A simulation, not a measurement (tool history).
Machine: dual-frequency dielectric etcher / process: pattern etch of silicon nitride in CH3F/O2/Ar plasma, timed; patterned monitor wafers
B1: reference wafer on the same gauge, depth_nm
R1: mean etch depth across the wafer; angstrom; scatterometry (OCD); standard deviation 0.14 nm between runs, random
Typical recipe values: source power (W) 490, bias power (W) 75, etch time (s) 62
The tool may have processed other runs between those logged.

Run 1, day 0: usual settings but source power (W) 430, etch time (s) 56.5; B1 43.76. Result: R1 425.5 angstrom.
Run 2, day 2.712: usual settings; B1 43.68. Result: R1 501.5 angstrom.
Run 3, day 5.554: usual settings; B1 43.76. Result: R1 502.6 angstrom.
Run 4, day 8.192: usual settings but source power (W) 580, etch time (s) 53.5; B1 43.75. Result: R1 475.4 angstrom.
Run 5, day 10.233: usual settings but source power (W) 580, etch time (s) 53.5; B1 43.68. Result: R1 472.9 angstrom.
Run 6, day 11.762: usual settings but source power (W) 580, etch time (s) 53.5; B1 43.7. Result: R1 474.1 angstrom.
Run 7, day 12.771: usual settings; B1 43.67. Result: R1 503.3 angstrom.
Run 8, day 14.55: usual settings but etch time (s) 75.5; B1 43.7. Result: R1 610.9 angstrom.
At day 17.479: wet clean of the chamber.
Run 9, day 17.5: usual settings; B1 43.7. Result: R1 504.6 angstrom.
Run 10, day 18.262: usual settings; B1 43.76. Result: R1 502.3 angstrom.
At day 20.946: upper electrode replaced.
Run 11, day 20.967: usual settings but etch time (s) 71.5; B1 43.68. Result: R1 582.7 angstrom.
Run 12, day 22.212: usual settings but etch time (s) 71.5; B1 43.68. Result: R1 581 angstrom.
At day 23.65: bias power generator calibrated.
Run 13, day 24.679: usual settings but source power (W) 450, bias power (W) 62; B1 43.73. Result: R1 455.8 angstrom.
Run 14, day 27.362: usual settings but source power (W) 450, bias power (W) 62; B1 43.77. Result: R1 456.7 angstrom.
At day 31.25: gauge calibrated.
Run 15, day 34.492: usual settings but source power (W) 380, bias power (W) 90; B1 43.69. Result: R1 458.5 angstrom.
At day 35.483: source power generator calibrated.
Run 16, day 36.45: usual settings but source power (W) 610, bias power (W) 61; B1 43.7. Result: R1 542.7 angstrom.
Run 17, day 38.242: usual settings but source power (W) 600; B1 43.68. Result: R1 567.5 angstrom.
Run 18, day 39.262: usual settings; B1 43.73. Result: R1 510.5 angstrom.
Run 19, day 40.992: usual settings but source power (W) 580, bias power (W) 83; B1 43.72. Result: R1 574.8 angstrom.
Run 20, day 42.071: usual settings; B1 43.7. Result: R1 513 angstrom.
At day 43.229: wet clean of the chamber.
Run 21, day 43.829: usual settings but source power (W) 560, bias power (W) 82; B1 43.76. Result: R1 564.8 angstrom.
Run 22, day 45.492: usual settings but source power (W) 450, etch time (s) 77.5; B1 43.7. Result: R1 610.5 angstrom.
At day 49.783: source power generator calibrated, repeated, since the last time left the tool worse.
Run 23, day 52.088: usual settings but source power (W) 590; B1 43.72. Result: R1 546.2 angstrom.
Run 24, day 54.188: usual settings but source power (W) 450, bias power (W) 70, etch time (s) 56; B1 43.63. Result: R1 416.5 angstrom.
Run 25, day 56.933: usual settings; B1 43.65. Result: R1 494.1 angstrom.
Run 26, day 59.125: usual settings but source power (W) 560; B1 43.71. Result: R1 530.2 angstrom.
Run 27, day 60.15: usual settings but bias power (W) 88; B1 43.66. Result: R1 517.2 angstrom.
Run 28, day 63.038: usual settings but source power (W) 420, bias power (W) 63; B1 43.74. Result: R1 435.4 angstrom.

Here are 5 independent what-if runs from the current tool condition. What would each one return?
Run A, day 63.054: usual settings; B1 ?. Result: R1 ?.
Run B, day 63.054: usual settings but source power (W) 590, bias power (W) 60, etch time (s) 72.5; B1 ?. Result: R1 ?.
Run C, day 63.054: usual settings but source power (W) 440, bias power (W) 81, etch time (s) 51.5; B1 ?. Result: R1 ?.
Run D, day 63.054: usual settings but bias power (W) 63, etch time (s) 46; B1 ?. Result: R1 ?.
Run E, day 63.054: usual settings but bias power (W) 81, etch time (s) 52.5; B1 ?. Result: R1 ?.

run     B1     R1
  A  43.69  495.3
  B  43.69    605
  C  43.69  395.3
  D  43.69  351.4
  E  43.69  428.2
Take away the tool's hidden state, keep each run's random variation, and the runs would have read:
run     R1
  A    494
  B  603.5
  C  394.3
  D  350.5
  E  427.1
